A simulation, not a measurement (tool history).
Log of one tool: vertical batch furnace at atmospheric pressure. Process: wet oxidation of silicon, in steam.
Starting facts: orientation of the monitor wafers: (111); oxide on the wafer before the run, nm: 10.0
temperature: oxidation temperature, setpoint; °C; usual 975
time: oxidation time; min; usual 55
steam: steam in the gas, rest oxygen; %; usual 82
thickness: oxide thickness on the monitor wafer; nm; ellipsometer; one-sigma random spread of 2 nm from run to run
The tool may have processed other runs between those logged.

run	day	temperature	time	steam	wafers since the last listed run	hours since the last temperature calibration	hours since the steam generator was serviced	hours since the gauge calibration	read-back reference wafer on the same gauge, thickness	thickness
1	0	986	55	82	0	3392.3	2380.7	1132.1	399.17	353.67
# day 0.496: gauge calibrated
2	1.912	986	55	82	473	3438.2	2426.6	34	397.54	352.4
3	5.142	975	45.5	82	799	3515.7	2504.1	111.5	398.11	288.11
4	7.25	975	45.5	82	522	3566.3	2554.7	162.1	398.72	290.2
5	10.092	975	45.5	82	703	3634.5	2622.9	230.3	396.95	288.77
6	11.662	975	55	82	389	3672.2	2660.6	268	398.55	329.85
7	15.338	975	55	82	910	3760.4	2748.8	356.2	397.8	330.37
8	18.804	975	55	82	858	3843.6	2832	439.4	399.01	326.8
9	21.317	975	44	82	622	3903.9	2892.3	499.7	397.59	278.52
10	25.242	975	44	82	972	3998.1	2986.5	593.9	398.63	280.47
# day 26.967: steam generator serviced
# day 27.358: thermocouples replaced and temperature profile calibrated
11	28.092	975	44	82	361	17.6	27	662.3	398.01	299.03
12	30.925	975	34	85	701	85.6	95	730.3	398.82	254.37
13	34.35	975	34	85	848	167.8	177.2	812.5	398.45	252.72
14	36.279	975	68	73	477	214.1	223.5	858.8	397.26	363.52
15	39.833	975	55	82	880	299.4	308.8	944.1	398.1	342.22
16	41.988	975	55	82	533	351.1	360.5	995.8	397.17	343.67
17	44.333	993	55	82	581	407.4	416.8	1052.1	398.09	384.22
18	48.621	958	63	92	1062	510.3	519.7	1155	397.52	361.19
19	51.704	975	55	89	763	584.3	593.7	1229	397.65	358.38
20	54.875	975	55	82	785	660.4	669.8	1305.1	397.14	341.79
21	56.696	975	31	74	451	704.1	713.5	1348.8	397.93	215.99
# day 62.258: gauge calibrated
22	68.933	975	55	82	3031	997.8	1007.2	160.2	398.4	342.62
23	73.142	975	55	82	1042	1098.8	1108.2	261.2	398.93	343.32
24	76.142	997	55	82	743	1170.8	1180.2	333.2	398.01	395.8
25	79.592	962	47.5	91	854	1253.6	1263	416	397.94	303.81
26	83.958	975	68	73	1081	1358.4	1367.8	520.8	398.93	359.55
27	88.208	996	55	78	1052	1460.4	1469.8	622.8	397.44	377.28

Predict each of these 5 candidate next runs independently; none follows another, all start after run 27:
A	88.388	975	55	82	44	1464.7	1474.1	627.1	?	?
B	88.388	964	40	74	44	1464.7	1474.1	627.1	?	?
C	88.388	983	55	82	44	1464.7	1474.1	627.1	?	?
D	88.388	997	82.5	71	44	1464.7	1474.1	627.1	?	?
E	88.388	975	55	93	44	1464.7	1474.1	627.1	?	?

run	read-back reference wafer on the same gauge, thickness	thickness
A	397.7	336.8
B	397.7	232.97
C	397.7	355.16
D	397.7	455.39
E	397.7	365.76
Had the tool no hidden state, the same runs would have come out as:
run	thickness
A	340.8
B	235.93
C	359.3
D	460.41
E	370.05

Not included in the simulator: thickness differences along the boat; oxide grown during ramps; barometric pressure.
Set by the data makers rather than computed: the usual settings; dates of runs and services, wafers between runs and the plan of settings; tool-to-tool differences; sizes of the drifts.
